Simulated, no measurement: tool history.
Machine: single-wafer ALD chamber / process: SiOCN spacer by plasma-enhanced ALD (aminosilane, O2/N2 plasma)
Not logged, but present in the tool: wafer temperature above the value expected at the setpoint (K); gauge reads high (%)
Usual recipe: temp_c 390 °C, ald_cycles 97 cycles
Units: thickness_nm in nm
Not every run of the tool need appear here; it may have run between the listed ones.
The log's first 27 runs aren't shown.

run	hour	temp_c	ald_cycles	wafers since the last listed run	hours since the last thermocouple change	hours since the gauge calibration	read-back reference wafer on the same gauge, thickness_nm	thickness_nm
28	734.8	390	108	102	344.0	362.5	5.598	6.745
29	749.8	402	102	58	359.0	377.5	5.591	6.365
30	798.8	390	97	189	408.0	426.5	5.597	6.097
31	832.5	390	97	130	441.7	460.2	5.585	6.074
32	920.3	378	82	340	529.5	548.0	5.590	5.125
33	948.5	390	88	109	557.7	576.2	5.584	5.528
34	973.6	378	109	97	582.8	601.3	5.588	6.785
35	988.3	390	97	56	597.5	616.0	5.589	6.064
36	1016.7	401	97	110	625.9	644.4	5.585	6.050
37	1034.3	376	82	68	643.5	662.0	5.590	5.095
38	1062.2	383	112	108	671.4	689.9	5.589	6.994
39	1090.6	390	87	110	699.8	718.3	5.589	5.404
40	1115.3	390	97	95	724.5	743.0	5.599	6.020

Consider 4 possible next runs. They are alternatives, not a sequence: every one starts from the tool as it was left by run 40. What does each give?
A	1115.9	390	97	2	725.1	743.6	?	?
B	1115.9	396	97	2	725.1	743.6	?	?
C	1115.9	404	89	2	725.1	743.6	?	?
D	1115.9	398	112	2	725.1	743.6	?	?

run	read-back reference wafer on the same gauge, thickness_nm	thickness_nm
A	5.589	6.075
B	5.589	6.075
C	5.589	5.535
D	5.589	7.014
Take away the tool's hidden state, keep each run's random variation, and the runs would have read:
run	thickness_nm
A	6.075
B	6.075
C	5.535
D	7.014
